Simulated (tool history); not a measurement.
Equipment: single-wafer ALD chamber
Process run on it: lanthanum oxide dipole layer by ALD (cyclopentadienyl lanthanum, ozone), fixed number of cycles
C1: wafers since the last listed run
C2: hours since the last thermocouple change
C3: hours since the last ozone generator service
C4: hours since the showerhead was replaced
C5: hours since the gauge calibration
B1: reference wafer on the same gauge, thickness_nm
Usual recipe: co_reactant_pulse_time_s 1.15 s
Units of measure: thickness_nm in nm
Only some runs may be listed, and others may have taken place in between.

run 1 hour=0 | co_reactant_pulse_time_s=1.15 | C1=0 C2=496.1 C3=1348.4 C4=3404 C5=633.1 | B1=0.52 | thickness_nm=0.478
-- hour=76 ozone generator serviced
run 2 hour=94.8 | co_reactant_pulse_time_s=1.15 | C1=1601 C2=590.9 C3=18.8 C4=3498.8 C5=727.9 | B1=0.52 | thickness_nm=0.494
run 3 hour=318.6 | co_reactant_pulse_time_s=1.15 | C1=4128 C2=814.7 C3=242.6 C4=3722.6 C5=951.7 | B1=0.521 | thickness_nm=0.492
run 4 hour=362.7 | co_reactant_pulse_time_s=1.15 | C1=813 C2=858.8 C3=286.7 C4=3766.7 C5=995.8 | B1=0.52 | thickness_nm=0.489
run 5 hour=418.2 | co_reactant_pulse_time_s=1.15 | C1=1023 C2=914.3 C3=342.2 C4=3822.2 C5=1051.3 | B1=0.52 | thickness_nm=0.492
run 6 hour=456.1 | co_reactant_pulse_time_s=1.15 | C1=699 C2=952.2 C3=380.1 C4=3860.1 C5=1089.2 | B1=0.52 | thickness_nm=0.489
run 7 hour=521.5 | co_reactant_pulse_time_s=1.15 | C1=1206 C2=1017.6 C3=445.5 C4=3925.5 C5=1154.6 | B1=0.52 | thickness_nm=0.49
run 8 hour=584.7 | co_reactant_pulse_time_s=1.26 | C1=1165 C2=1080.8 C3=508.7 C4=3988.7 C5=1217.8 | B1=0.52 | thickness_nm=0.5
run 9 hour=675.3 | co_reactant_pulse_time_s=1.15 | C1=1671 C2=1171.4 C3=599.3 C4=4079.3 C5=1308.4 | B1=0.52 | thickness_nm=0.49
run 10 hour=718.5 | co_reactant_pulse_time_s=1.15 | C1=796 C2=1214.6 C3=642.5 C4=4122.5 C5=1351.6 | B1=0.52 | thickness_nm=0.487
run 11 hour=784.5 | co_reactant_pulse_time_s=1.15 | C1=1217 C2=1280.6 C3=708.5 C4=4188.5 C5=1417.6 | B1=0.521 | thickness_nm=0.488
run 12 hour=830.8 | co_reactant_pulse_time_s=1.15 | C1=854 C2=1326.9 C3=754.8 C4=4234.8 C5=1463.9 | B1=0.52 | thickness_nm=0.489
run 13 hour=924.8 | co_reactant_pulse_time_s=1.15 | C1=1734 C2=1420.9 C3=848.8 C4=4328.8 C5=1557.9 | B1=0.52 | thickness_nm=0.487
run 14 hour=1153.2 | co_reactant_pulse_time_s=1.3 | C1=4213 C2=1649.3 C3=1077.2 C4=4557.2 C5=1786.3 | B1=0.52 | thickness_nm=0.495
-- hour=1257.8 thermocouple changed; heater temperature recalibrated
run 15 hour=1258.3 | co_reactant_pulse_time_s=1.3 | C1=1791 C2=0.5 C3=1182.3 C4=4662.3 C5=1891.4 | B1=0.52 | thickness_nm=0.494
-- hour=1276.7 ozone generator serviced
-- hour=1290.4 gauge calibrated
-- hour=1328.4 showerhead replaced
run 16 hour=1333 | co_reactant_pulse_time_s=1.15 | C1=1082 C2=75.2 C3=56.3 C4=4.6 C5=42.6 | B1=0.52 | thickness_nm=0.489
run 17 hour=1388.7 | co_reactant_pulse_time_s=1.4 | C1=1027 C2=130.9 C3=112 C4=60.3 C5=98.3 | B1=0.52 | thickness_nm=0.506
run 18 hour=1427.9 | co_reactant_pulse_time_s=0.77 | C1=723 C2=170.1 C3=151.2 C4=99.5 C5=137.5 | B1=0.52 | thickness_nm=0.442
run 19 hour=1532.9 | co_reactant_pulse_time_s=1.15 | C1=1937 C2=275.1 C3=256.2 C4=204.5 C5=242.5 | B1=0.52 | thickness_nm=0.487
run 20 hour=1581.4 | co_reactant_pulse_time_s=0.81 | C1=894 C2=323.6 C3=304.7 C4=253 C5=291 | B1=0.52 | thickness_nm=0.449
run 21 hour=1673.1 | co_reactant_pulse_time_s=1.15 | C1=1691 C2=415.3 C3=396.4 C4=344.7 C5=382.7 | B1=0.52 | thickness_nm=0.488
run 22 hour=1879.1 | co_reactant_pulse_time_s=1.15 | C1=3800 C2=621.3 C3=602.4 C4=550.7 C5=588.7 | B1=0.52 | thickness_nm=0.485
run 23 hour=1930.8 | co_reactant_pulse_time_s=1.15 | C1=953 C2=673 C3=654.1 C4=602.4 C5=640.4 | B1=0.52 | thickness_nm=0.485
run 24 hour=2006.2 | co_reactant_pulse_time_s=1.33 | C1=1391 C2=748.4 C3=729.5 C4=677.8 C5=715.8 | B1=0.52 | thickness_nm=0.501
run 25 hour=2043.1 | co_reactant_pulse_time_s=1.15 | C1=680 C2=785.3 C3=766.4 C4=714.7 C5=752.7 | B1=0.52 | thickness_nm=0.483
run 26 hour=2123 | co_reactant_pulse_time_s=0.99 | C1=1474 C2=865.2 C3=846.3 C4=794.6 C5=832.6 | B1=0.52 | thickness_nm=0.465
run 27 hour=2168.8 | co_reactant_pulse_time_s=1.49 | C1=844 C2=911 C3=892.1 C4=840.4 C5=878.4 | B1=0.52 | thickness_nm=0.507
run 28 hour=2251.2 | co_reactant_pulse_time_s=0.91 | C1=1520 C2=993.4 C3=974.5 C4=922.8 C5=960.8 | B1=0.52 | thickness_nm=0.454
run 29 hour=2306.9 | co_reactant_pulse_time_s=0.95 | C1=1027 C2=1049.1 C3=1030.2 C4=978.5 C5=1016.5 | B1=0.52 | thickness_nm=0.461
run 30 hour=2389.7 | co_reactant_pulse_time_s=1.15 | C1=1527 C2=1131.9 C3=1113 C4=1061.3 C5=1099.3 | B1=0.52 | thickness_nm=0.478
run 31 hour=2428.8 | co_reactant_pulse_time_s=0.73 | C1=721 C2=1171 C3=1152.1 C4=1100.4 C5=1138.4 | B1=0.52 | thickness_nm=0.422
-- hour=2533.2 ozone generator serviced
run 32 hour=2533.7 | co_reactant_pulse_time_s=1.55 | C1=1787 C2=1275.9 C3=0.5 C4=1205.3 C5=1243.3 | B1=0.52 | thickness_nm=0.515
run 33 hour=2565.2 | co_reactant_pulse_time_s=0.78 | C1=581 C2=1307.4 C3=32 C4=1236.8 C5=1274.8 | B1=0.52 | thickness_nm=0.449
run 34 hour=2602.6 | co_reactant_pulse_time_s=1.15 | C1=689 C2=1344.8 C3=69.4 C4=1274.2 C5=1312.2 | B1=0.52 | thickness_nm=0.493

What if the next run were any one of these 4? Each begins from the tool's condition after run 34:
run A hour=2603 | co_reactant_pulse_time_s=1.15 | C1=7 C2=1345.2 C3=69.8 C4=1274.6 C5=1312.6 | B1=? | thickness_nm=?
run B hour=2603 | co_reactant_pulse_time_s=0.75 | C1=7 C2=1345.2 C3=69.8 C4=1274.6 C5=1312.6 | B1=? | thickness_nm=?
run C hour=2603 | co_reactant_pulse_time_s=1.38 | C1=7 C2=1345.2 C3=69.8 C4=1274.6 C5=1312.6 | B1=? | thickness_nm=?
run D hour=2603 | co_reactant_pulse_time_s=0.87 | C1=7 C2=1345.2 C3=69.8 C4=1274.6 C5=1312.6 | B1=? | thickness_nm=?

run=A B1=0.52 thickness_nm=0.491
run=B B1=0.52 thickness_nm=0.442
run=C B1=0.52 thickness_nm=0.508
run=D B1=0.52 thickness_nm=0.46
Stripped of hidden state, with their random variation kept, the same runs would have yielded:
run=A thickness_nm=0.492
run=B thickness_nm=0.444
run=C thickness_nm=0.509
run=D thickness_nm=0.461
